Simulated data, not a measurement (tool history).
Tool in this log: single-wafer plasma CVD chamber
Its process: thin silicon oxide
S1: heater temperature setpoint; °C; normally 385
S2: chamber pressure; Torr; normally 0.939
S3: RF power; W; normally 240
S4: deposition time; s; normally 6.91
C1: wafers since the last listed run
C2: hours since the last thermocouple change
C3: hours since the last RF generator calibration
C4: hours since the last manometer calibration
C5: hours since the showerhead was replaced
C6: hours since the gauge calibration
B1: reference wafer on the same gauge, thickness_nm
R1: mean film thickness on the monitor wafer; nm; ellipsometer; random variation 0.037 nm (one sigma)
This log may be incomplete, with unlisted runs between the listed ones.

run     day   S1     S2   S3    S4   C1      C2      C3      C4      C5     C6      B1      R1
  1       0  385  0.939  250  7.56    0    1837  1717.1  1224.6  2458.9  148.5    13.5  13.818
  2   0.479  385  0.939  250  7.56  236  1848.5  1728.6  1236.1  2470.4    160  13.496  13.774
  3     1.2  385  0.811  240  6.91  355  1865.8  1745.9  1253.4  2487.7  177.3  13.487  11.128
  4   1.546  385  0.811  240  6.91  170  1874.1  1754.2  1261.7    2496  185.6  13.506  11.085
  5   2.121  385  0.811  240  6.91  283  1887.9    1768  1275.5  2509.8  199.4  13.497  11.095
  6     2.8  385  0.939  240  7.38  334  1904.2  1784.3  1291.8  2526.1  215.7  13.504  13.146
  7   3.129  385  0.939  240  7.38  162  1912.1  1792.2  1299.7    2534  223.6  13.516  13.131
  8   3.658  385  0.939  240  7.38  260  1924.8  1804.9  1312.4  2546.7  236.3  13.515  13.145
  9     4.3  385  0.939  240   7.7  316  1940.2  1820.3  1327.8  2562.1  251.7   13.49  13.731
      5.583  -- capacitance manometer re-zeroed and calibrated
 10   6.292  385  0.755  240  6.91  817    1988  1868.1      17  2609.9  299.5  13.502  11.157
      6.829  -- showerhead replaced
      6.867  -- thermocouple changed; heater temperature recalibrated
 11   6.888  385  1.109  240  6.91  111     0.5  1882.4    31.3     1.4  313.8  13.496  14.403
      7.162  -- gauge calibrated
 12    7.85  375  1.103  205  6.18  474    23.6  1905.5    54.4    24.5   16.5  13.508  12.333
 13   8.496  396  0.822  265  6.32  318    39.1    1921    69.9      40     32  13.493  11.191
 14   8.779  394  0.839  260  6.91  139    45.9  1927.8    76.7    46.8   38.8    13.5  12.327
 15   9.288  385  0.939  285  6.91  250    58.1    1940    88.9      59     51  13.501  13.894
      9.867  -- RF generator calibrated
 16   9.883  385  0.939  240  6.91  129    72.4     0.4   103.2    73.3   65.3  13.506  13.063
 17  10.246  385  0.939  240  6.91  178    81.1     9.1   111.9      82     74  13.495   13.05
 18  10.604  394  0.839  260  6.91  176    89.7    17.7   120.5    90.6   82.6  13.508  12.269
 19  11.108  381  1.107  275  6.08  248   101.8    29.8   132.6   102.7   94.7  13.507  13.379
 20  11.833  385  0.939  240  6.91  357   119.2    47.2     150   120.1  112.1  13.493  13.036
 21  12.483  385  1.151  220  6.91  320   134.8    62.8   165.6   135.7  127.7  13.503  14.283
 22  12.779  385  0.806  210  6.91  145   141.9    69.9   172.7   142.8  134.8  13.509  11.199

What if the next run were any one of these 4? Each begins from the tool's condition after run 22:
  A  12.796  385  0.939  240  6.91   8  142.3  70.3  173.1  143.2  135.2   ?   ?
  B  12.796  395  0.939  240  6.91   8  142.3  70.3  173.1  143.2  135.2   ?   ?
  C  12.796  376  0.726  240  6.91   8  142.3  70.3  173.1  143.2  135.2   ?   ?
  D  12.796  391  0.811  285  8.28   8  142.3  70.3  173.1  143.2  135.2   ?   ?

run    B1      R1
  A  13.5  13.026
  B  13.5  12.929
  C  13.5  10.872
  D  13.5  14.897
The same runs, with their run-to-run variation unchanged, on a tool lacking any hidden condition would have given:
run      R1
  A  13.137
  B  13.038
  C  10.976
  D  15.025
